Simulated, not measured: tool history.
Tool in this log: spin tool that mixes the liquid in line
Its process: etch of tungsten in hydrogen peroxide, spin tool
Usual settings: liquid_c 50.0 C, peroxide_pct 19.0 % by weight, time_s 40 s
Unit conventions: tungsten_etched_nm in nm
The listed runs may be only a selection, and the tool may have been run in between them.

run	day	liquid_c	peroxide_pct	time_s	read-back film thickness of the tungsten reference wafer, read on the same gauge (nm)	tungsten_etched_nm
1	0.000	50.0	19.0	30	70.01	24.90
2	0.592	54.5	19.0	40	70.03	44.20
3	1.217	50.0	19.0	40	70.02	33.47
4	1.779	50.0	19.0	40	69.99	33.03
5	2.183	50.0	19.0	40	70.02	33.31
6	2.725	50.0	19.0	40	70.00	33.54
7	3.225	50.0	19.0	40	70.02	33.36
8	3.854	50.0	19.0	40	69.99	33.23
9	4.112	50.0	19.0	40	70.01	33.01
10	4.646	50.0	19.0	40	70.02	33.19
11	5.008	58.5	19.0	55	69.98	76.41
12	5.408	50.0	15.5	40	69.98	29.93
13	5.904	45.5	14.0	45	70.02	24.10
14	6.575	58.0	19.0	40	70.00	54.08
15	7.271	53.5	19.0	65	69.99	78.84
16	7.812	58.0	19.0	20	70.02	30.98
17	8.417	50.0	19.0	30	70.00	29.10
18	8.883	57.0	17.5	55	70.00	78.43
19	9.392	59.5	21.5	30	70.01	54.66
20	9.721	50.0	19.0	50	70.00	48.72
21	10.192	50.0	22.0	30	70.00	31.40
22	10.562	50.0	17.0	40	70.01	36.51
23	11.238	50.0	19.0	40	70.01	39.12
24	12.292	41.5	19.0	20	70.00	11.36
25	12.650	50.0	19.0	40	70.01	38.42
26	12.908	44.5	15.0	40	70.02	24.45

Removed from this log: 5 entries logged between the listed runs. Between which two listed runs does each belong, and how does the tool's hidden state at the listed run before it compare with that at the listed run after it?
From run 5 to run 6: heated supply line repaired (day 2.304); peroxide flow meter replaced (day 2.554)
  liquid colder than its thermometer reads (K): 2.73 -> 2.74
  difference, measured minus the result without the unlogged condition, tungsten_etched_nm: -6.10 -> -6.17 nm
From run 9 to run 10: gauge calibrated (day 4.171)
  liquid colder than its thermometer reads (K): 2.79 -> 2.8
  difference, measured minus the result without the unlogged condition, tungsten_etched_nm: -6.20 -> -6.25 nm
From run 13 to run 14: new drum of peroxide connected (day 6.546)
  liquid colder than its thermometer reads (K): 2.84 -> 2.86
  difference, measured minus the result without the unlogged condition, tungsten_etched_nm: -4.75 -> -9.88 nm
From run 14 to run 15: thermometer replaced (day 7.208)
  liquid colder than its thermometer reads (K): 2.86 -> 0.114
  difference, measured minus the result without the unlogged condition, tungsten_etched_nm: -9.88 -> -0.52 nm

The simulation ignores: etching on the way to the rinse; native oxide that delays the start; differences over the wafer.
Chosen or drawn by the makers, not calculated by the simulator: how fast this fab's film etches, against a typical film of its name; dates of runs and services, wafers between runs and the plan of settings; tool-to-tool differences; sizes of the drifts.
